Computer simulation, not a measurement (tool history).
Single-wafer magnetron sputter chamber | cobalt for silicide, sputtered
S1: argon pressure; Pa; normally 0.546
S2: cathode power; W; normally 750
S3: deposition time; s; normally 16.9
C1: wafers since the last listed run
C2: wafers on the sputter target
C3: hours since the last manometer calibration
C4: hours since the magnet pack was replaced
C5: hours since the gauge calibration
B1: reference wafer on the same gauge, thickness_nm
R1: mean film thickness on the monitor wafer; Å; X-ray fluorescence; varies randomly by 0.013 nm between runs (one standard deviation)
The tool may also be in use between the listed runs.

run 1 hour=0.0 | S1=0.546 S2=750 S3=16.9 | C1=0 C2=420 C3=1692.4 C4=8395.2 C5=307.9 | B1=5.607 | R1=56.64
run 2 hour=24.5 | S1=0.546 S2=750 S3=16.9 | C1=476 C2=896 C3=1716.9 C4=8419.7 C5=332.4 | B1=5.612 | R1=56.57
run 3 hour=49.2 | S1=0.546 S2=750 S3=16.9 | C1=479 C2=1376 C3=1741.6 C4=8444.4 C5=357.1 | B1=5.613 | R1=56.52
run 4 hour=77.1 | S1=0.681 S2=750 S3=16.9 | C1=542 C2=1918 C3=1769.5 C4=8472.3 C5=385.0 | B1=5.608 | R1=53.18
run 5 hour=101.2 | S1=0.681 S2=750 S3=16.9 | C1=468 C2=2387 C3=1793.6 C4=8496.4 C5=409.1 | B1=5.608 | R1=53.11
run 6 hour=126.2 | S1=0.681 S2=750 S3=16.9 | C1=485 C2=2872 C3=1818.6 C4=8521.4 C5=434.1 | B1=5.608 | R1=53.05
run 7 hour=151.5 | S1=0.546 S2=750 S3=16.9 | C1=491 C2=3364 C3=1843.9 C4=8546.7 C5=459.4 | B1=5.611 | R1=56.18
run 8 hour=171.1 | S1=0.546 S2=750 S3=16.9 | C1=380 C2=3745 C3=1863.5 C4=8566.3 C5=479.0 | B1=5.614 | R1=56.27
run 9 hour=193.4 | S1=0.546 S2=750 S3=16.9 | C1=433 C2=4178 C3=1885.8 C4=8588.6 C5=501.3 | B1=5.612 | R1=55.86
run 10 hour=225.7 | S1=0.546 S2=750 S3=16.9 | C1=627 C2=4806 C3=1918.1 C4=8620.9 C5=533.6 | B1=5.609 | R1=56.07
run 11 hour=238.0 | S1=0.546 S2=750 S3=16.9 | C1=239 C2=5045 C3=1930.4 C4=8633.2 C5=545.9 | B1=5.614 | R1=55.80
-- hour=259.6 sputter target and shields replaced
run 12 hour=272.4 | S1=0.546 S2=750 S3=16.9 | C1=512 C2=249 C3=1964.8 C4=8667.6 C5=580.3 | B1=5.612 | R1=56.75
-- hour=316.1 magnet pack replaced, of another model than before
run 13 hour=364.4 | S1=0.546 S2=750 S3=14.3 | C1=1632 C2=1881 C3=2056.8 C4=48.3 C5=672.3 | B1=5.612 | R1=47.66
-- hour=367.7 gauge calibrated
run 14 hour=380.9 | S1=0.546 S2=750 S3=14.3 | C1=320 C2=2201 C3=2073.3 C4=64.8 C5=13.2 | B1=5.612 | R1=47.72
run 15 hour=411.3 | S1=0.546 S2=750 S3=14.3 | C1=590 C2=2792 C3=2103.7 C4=95.2 C5=43.6 | B1=5.607 | R1=47.41
run 16 hour=433.0 | S1=0.546 S2=800 S3=16.9 | C1=421 C2=3214 C3=2125.4 C4=116.9 C5=65.3 | B1=5.607 | R1=59.63
run 17 hour=451.1 | S1=0.442 S2=600 S3=14.4 | C1=351 C2=3566 C3=2143.5 C4=135.0 C5=83.4 | B1=5.611 | R1=39.55
run 18 hour=466.2 | S1=0.688 S2=600 S3=15.9 | C1=293 C2=3859 C3=2158.6 C4=150.1 C5=98.5 | B1=5.608 | R1=40.29
run 19 hour=499.7 | S1=0.425 S2=750 S3=16.9 | C1=650 C2=4510 C3=2192.1 C4=183.6 C5=132.0 | B1=5.611 | R1=58.37
-- hour=509.8 capacitance manometer re-zeroed and calibrated
run 20 hour=517.1 | S1=0.381 S2=600 S3=19.8 | C1=182 C2=4693 C3=7.3 C4=201.0 C5=149.4 | B1=5.612 | R1=55.33
-- hour=538.1 sputter target and shields replaced
run 21 hour=543.6 | S1=0.429 S2=950 S3=18.5 | C1=359 C2=107 C3=33.8 C4=227.5 C5=175.9 | B1=5.607 | R1=81.94
run 22 hour=570.3 | S1=0.429 S2=950 S3=18.5 | C1=518 C2=625 C3=60.5 C4=254.2 C5=202.6 | B1=5.613 | R1=82.00
run 23 hour=595.9 | S1=0.645 S2=750 S3=16.9 | C1=497 C2=1123 C3=86.1 C4=279.8 C5=228.2 | B1=5.610 | R1=54.71
run 24 hour=622.7 | S1=0.546 S2=750 S3=16.9 | C1=520 C2=1644 C3=112.9 C4=306.6 C5=255.0 | B1=5.611 | R1=56.74
run 25 hour=650.1 | S1=0.705 S2=950 S3=16.9 | C1=532 C2=2176 C3=140.3 C4=334.0 C5=282.4 | B1=5.609 | R1=67.98
run 26 hour=669.7 | S1=0.749 S2=900 S3=16.9 | C1=380 C2=2557 C3=159.9 C4=353.6 C5=302.0 | B1=5.607 | R1=63.34
run 27 hour=702.9 | S1=0.546 S2=750 S3=16.9 | C1=645 C2=3202 C3=193.1 C4=386.8 C5=335.2 | B1=5.613 | R1=56.23
run 28 hour=725.8 | S1=0.546 S2=750 S3=16.9 | C1=444 C2=3647 C3=216.0 C4=409.7 C5=358.1 | B1=5.610 | R1=55.84
run 29 hour=756.9 | S1=0.546 S2=750 S3=16.9 | C1=604 C2=4251 C3=247.1 C4=440.8 C5=389.2 | B1=5.608 | R1=55.93
run 30 hour=779.0 | S1=0.546 S2=750 S3=16.9 | C1=429 C2=4681 C3=269.2 C4=462.9 C5=411.3 | B1=5.611 | R1=55.79

Across each entry between runs, compare the hidden state at the last listed run before it with the hidden state at the first listed run after it:
Logged between run 11 and run 12: sputter target and shields replaced (hour 259.6)
  deposition rate above that of a new target (%): -1.68 -> -0.171
  measured value less the no-hidden-state value, R1: -0.95 -> -0.09 Å
Logged between run 12 and run 13: magnet pack replaced, of another model than before (hour 316.1)
  deposition rate above that of a new target (%): -0.171 -> -0.757
  measured value less the no-hidden-state value, R1: -0.09 -> -0.37 Å
Logged between run 13 and run 14: gauge calibrated (hour 367.7)
  deposition rate above that of a new target (%): -0.757 -> -0.862
  measured value less the no-hidden-state value, R1: -0.37 -> -0.41 Å
Logged between run 19 and run 20: capacitance manometer re-zeroed and calibrated (hour 509.8)
  deposition rate above that of a new target (%): -1.62 -> -1.73
  measured value less the no-hidden-state value, R1: -0.96 -> -0.98 Å
Logged between run 20 and run 21: sputter target and shields replaced (hour 538.1)
  deposition rate above that of a new target (%): -1.73 -> -0.205
  measured value less the no-hidden-state value, R1: -0.98 -> -0.16 Å

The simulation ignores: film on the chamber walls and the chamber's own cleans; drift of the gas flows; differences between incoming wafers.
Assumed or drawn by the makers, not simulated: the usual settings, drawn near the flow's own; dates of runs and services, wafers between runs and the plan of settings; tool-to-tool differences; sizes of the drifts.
